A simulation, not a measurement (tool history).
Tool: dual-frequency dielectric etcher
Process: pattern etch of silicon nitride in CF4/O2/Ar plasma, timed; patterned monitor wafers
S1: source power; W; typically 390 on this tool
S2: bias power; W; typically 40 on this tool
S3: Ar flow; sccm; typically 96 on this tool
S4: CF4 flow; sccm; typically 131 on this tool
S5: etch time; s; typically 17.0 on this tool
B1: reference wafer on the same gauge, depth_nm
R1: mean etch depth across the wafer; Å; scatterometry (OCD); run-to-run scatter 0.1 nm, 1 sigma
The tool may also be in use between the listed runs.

run 1 day=0.000 | S1=390 S2=40 S3=96 S4=131 S5=17.0 | B1=25.33 | R1=258.0
run 2 day=1.062 | S1=390 S2=40 S3=96 S4=131 S5=17.0 | B1=25.32 | R1=259.5
run 3 day=1.704 | S1=390 S2=40 S3=96 S4=131 S5=17.0 | B1=25.30 | R1=259.8
run 4 day=2.867 | S1=390 S2=40 S3=96 S4=131 S5=15.0 | B1=25.31 | R1=229.1
run 5 day=3.988 | S1=390 S2=40 S3=96 S4=131 S5=15.0 | B1=25.33 | R1=230.6
run 6 day=4.929 | S1=390 S2=40 S3=96 S4=131 S5=15.0 | B1=25.29 | R1=231.9
run 7 day=6.000 | S1=390 S2=40 S3=96 S4=131 S5=20.0 | B1=25.33 | R1=308.0
run 8 day=6.525 | S1=390 S2=40 S3=96 S4=131 S5=20.0 | B1=25.30 | R1=306.8
run 9 day=7.717 | S1=390 S2=40 S3=96 S4=131 S5=20.0 | B1=25.30 | R1=310.3
run 10 day=8.512 | S1=450 S2=40 S3=103 S4=131 S5=17.0 | B1=25.30 | R1=303.2
-- day=9.333 source power generator calibrated
-- day=10.012 Ar flow controller replaced
-- day=10.150 bias power generator calibrated
run 11 day=10.171 | S1=390 S2=33 S3=96 S4=131 S5=17.0 | B1=25.27 | R1=238.9
run 12 day=10.533 | S1=420 S2=47 S3=96 S4=131 S5=17.0 | B1=25.29 | R1=312.5
run 13 day=11.158 | S1=340 S2=40 S3=96 S4=131 S5=12.5 | B1=25.30 | R1=167.7
-- day=12.375 upper electrode replaced
run 14 day=12.396 | S1=360 S2=43 S3=96 S4=131 S5=19.5 | B1=25.30 | R1=290.7
-- day=13.262 CF4 flow controller replaced
-- day=13.938 wet clean of the chamber
run 15 day=13.958 | S1=420 S2=40 S3=96 S4=131 S5=17.0 | B1=25.28 | R1=272.8
-- day=14.350 gauge calibrated
run 16 day=14.379 | S1=390 S2=40 S3=96 S4=131 S5=17.0 | B1=25.28 | R1=253.5
run 17 day=15.058 | S1=350 S2=40 S3=112 S4=131 S5=17.0 | B1=25.30 | R1=223.0
run 18 day=16.242 | S1=390 S2=40 S3=96 S4=131 S5=17.0 | B1=25.31 | R1=256.8
run 19 day=17.725 | S1=390 S2=40 S3=80 S4=131 S5=17.0 | B1=25.28 | R1=259.1
run 20 day=18.483 | S1=390 S2=40 S3=96 S4=131 S5=17.0 | B1=25.32 | R1=256.5
run 21 day=19.117 | S1=290 S2=47 S3=96 S4=131 S5=15.0 | B1=25.32 | R1=179.3
run 22 day=20.508 | S1=450 S2=40 S3=96 S4=131 S5=17.0 | B1=25.31 | R1=301.4

For each run, what was the tool's unlogged condition?
source power that arrives over what is set, %: 0 in every run
bias power that arrives over what is set, %: 0 in every run
Ar flow that arrives over what is set, %: 0 in every run
CF4 flow that arrives over what is set, %: 0 in every run
gauge reads high (%): 0 in every run
H1: etch rate over this chamber's usual, %
run=1 H1=2.44
run=2 H1=2.73
run=3 H1=2.91
run=4 H1=3.23
run=5 H1=3.54
run=6 H1=3.8
run=7 H1=4.1
run=8 H1=4.25
run=9 H1=4.58
run=10 H1=4.8
run=11 H1=5.26
run=12 H1=5.36
run=13 H1=5.53
run=14 H1=5.87
run=15 H1=0.579
run=16 H1=0.696
run=17 H1=0.884
run=18 H1=1.21
run=19 H1=1.62
run=20 H1=1.83
run=21 H1=2.01
run=22 H1=2.39
